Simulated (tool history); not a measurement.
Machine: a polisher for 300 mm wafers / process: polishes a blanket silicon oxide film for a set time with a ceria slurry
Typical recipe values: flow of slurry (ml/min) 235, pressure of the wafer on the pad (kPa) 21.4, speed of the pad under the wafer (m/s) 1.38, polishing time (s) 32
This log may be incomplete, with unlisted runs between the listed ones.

run,day,flow of slurry (ml/min),pressure of the wafer on the pad (kPa),speed of the pad under the wafer (m/s),polishing time (s),wafers since the last listed run,wafers polished on this pad,hours since the slurry nozzle was cleaned,hours since the head pressure was calibrated,"incoming thickness of the incoming film, nm",film removed (angstrom)
1,0,235,21.4,1.38,32,0,1194,359.1,562.4,1548.9,1668
# day 0.525: worn pad replaced by a new one
2,0.717,235,21.4,1.38,32,104,36,376.3,579.6,1567.9,1851
3,0.967,235,21.4,1.38,32,47,83,382.3,585.6,1558.9,1848
4,1.521,270,21.4,1.38,32,105,189,395.6,598.9,1584.6,1834
5,2.2,270,21.4,1.38,32,129,318,411.9,615.2,1545.3,1847
6,2.646,270,21.4,1.38,32,84,403,422.6,625.9,1592.3,1818
7,3.071,235,21.4,1.38,32,80,483,432.8,636.1,1558.7,1804
8,3.438,235,21.4,1.38,32,69,553,441.6,644.9,1599,1769
9,4.062,235,21.4,1.38,28,118,672,456.6,659.9,1573.8,1511
# day 4.917: head pressure recalibrated
# day 5.371: slurry nozzle cleaned
10,5.979,200,21.4,1.38,32,340,1013,14.6,25.5,1562.2,1678
11,6.292,235,26.9,1.38,26,59,1072,22.1,33,1561.3,1645
# day 7.017: worn pad replaced by a new one, of another model than before
12,7.038,235,21.4,1.38,32,110,3,40,50.9,1548.6,1863
13,7.6,235,14.5,1.38,32,106,110,53.5,64.4,1538.8,1543
14,7.958,190,21.4,1.14,26,68,179,62.1,73,1590.1,1329
15,9.562,235,15.2,1.14,38,305,484,100.6,111.5,1567.9,1659
16,9.954,235,21.4,1.38,32,74,558,110,120.9,1559.9,1749

Measured less the same run without the tool's hidden state. The same run-to-run variation is in both; the gauge's scatter may not be:
Hidden conditions of the tool in this case: removal rate lost through wear of the pad, %; slurry flow missing at the pad, %; deviation of the head's pressure from its setpoint, %.
run,film removed (angstrom)
1,-235
2,-16
3,-25
4,-45
5,-71
6,-85
7,-101
8,-113
9,-116
10,-202
11,-210
12,-15
13,-29
14,-34
15,-97
16,-117
